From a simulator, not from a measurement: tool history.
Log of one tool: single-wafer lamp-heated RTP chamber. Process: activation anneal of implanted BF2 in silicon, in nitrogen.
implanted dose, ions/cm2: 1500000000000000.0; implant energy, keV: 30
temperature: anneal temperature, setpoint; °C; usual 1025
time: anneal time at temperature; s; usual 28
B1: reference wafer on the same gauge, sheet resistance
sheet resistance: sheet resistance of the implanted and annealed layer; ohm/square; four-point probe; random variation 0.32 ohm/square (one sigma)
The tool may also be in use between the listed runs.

run 1 hour=0.0 | temperature=1040 time=28 | B1=90.93 | sheet_resistance=96.08
run 2 hour=31.5 | temperature=1040 time=28 | B1=91.01 | sheet_resistance=96.13
run 3 hour=67.0 | temperature=1040 time=28 | B1=90.97 | sheet_resistance=95.80
-- hour=102.5 reflector plate cleaned
run 4 hour=108.4 | temperature=1025 time=33 | B1=90.94 | sheet_resistance=103.57
-- hour=146.4 pyrometer window cleaned and pyrometer calibrated
run 5 hour=168.3 | temperature=1008 time=28 | B1=91.02 | sheet_resistance=118.91
run 6 hour=223.3 | temperature=1008 time=28 | B1=90.97 | sheet_resistance=118.07
run 7 hour=397.8 | temperature=1008 time=28 | B1=91.03 | sheet_resistance=115.94
-- hour=418.3 pyrometer window cleaned and pyrometer calibrated
-- hour=468.5 reflector plate cleaned
run 8 hour=469.0 | temperature=1025 time=28 | B1=91.05 | sheet_resistance=106.68
run 9 hour=515.0 | temperature=1018 time=28 | B1=91.05 | sheet_resistance=110.68
run 10 hour=555.2 | temperature=1018 time=28 | B1=90.97 | sheet_resistance=109.91
run 11 hour=596.9 | temperature=1018 time=28 | B1=91.06 | sheet_resistance=109.81
run 12 hour=662.7 | temperature=1025 time=28 | B1=90.98 | sheet_resistance=104.69
run 13 hour=690.2 | temperature=1012 time=37 | B1=91.00 | sheet_resistance=108.89
-- hour=718.0 pyrometer window cleaned and pyrometer calibrated
run 14 hour=719.0 | temperature=1036 time=45 | B1=90.99 | sheet_resistance=92.83
-- hour=760.7 reflector plate cleaned
run 15 hour=775.5 | temperature=1054 time=28 | B1=91.06 | sheet_resistance=91.43
run 16 hour=838.8 | temperature=1047 time=12 | B1=91.03 | sheet_resistance=105.46
run 17 hour=879.6 | temperature=1025 time=28 | B1=90.98 | sheet_resistance=105.62
-- hour=889.7 gauge calibrated
run 18 hour=914.6 | temperature=1002 time=12 | B1=91.02 | sheet_resistance=134.35
run 19 hour=974.2 | temperature=1025 time=28 | B1=90.99 | sheet_resistance=104.60
-- hour=1001.4 pyrometer window cleaned and pyrometer calibrated
run 20 hour=1039.4 | temperature=1025 time=28 | B1=91.00 | sheet_resistance=105.55
-- hour=1066.9 reflector plate cleaned
run 21 hour=1108.5 | temperature=999 time=35 | B1=90.97 | sheet_resistance=121.08
run 22 hour=1141.4 | temperature=1008 time=28 | B1=90.94 | sheet_resistance=117.48
run 23 hour=1205.5 | temperature=1009 time=14 | B1=91.02 | sheet_resistance=126.86
-- hour=1256.6 pyrometer window cleaned and pyrometer calibrated
run 24 hour=1257.1 | temperature=1005 time=34 | B1=90.98 | sheet_resistance=117.27
run 25 hour=1317.8 | temperature=1000 time=35 | B1=91.01 | sheet_resistance=119.10

3 ways to go on from here, each from the tool as it stands after run 25. What would each give?
run A hour=1318.2 | temperature=996 time=28 | B1=? | sheet_resistance=?
run B hour=1318.2 | temperature=1043 time=35 | B1=? | sheet_resistance=?
run C hour=1318.2 | temperature=1003 time=16 | B1=? | sheet_resistance=?

run=A B1=91.01 sheet_resistance=126.71
run=B B1=91.01 sheet_resistance=92.15
run=C B1=91.01 sheet_resistance=129.41
Without the tool's hidden state the same runs would have given:
run=A sheet_resistance=130.70
run=B sheet_resistance=94.32
run=C sheet_resistance=133.31

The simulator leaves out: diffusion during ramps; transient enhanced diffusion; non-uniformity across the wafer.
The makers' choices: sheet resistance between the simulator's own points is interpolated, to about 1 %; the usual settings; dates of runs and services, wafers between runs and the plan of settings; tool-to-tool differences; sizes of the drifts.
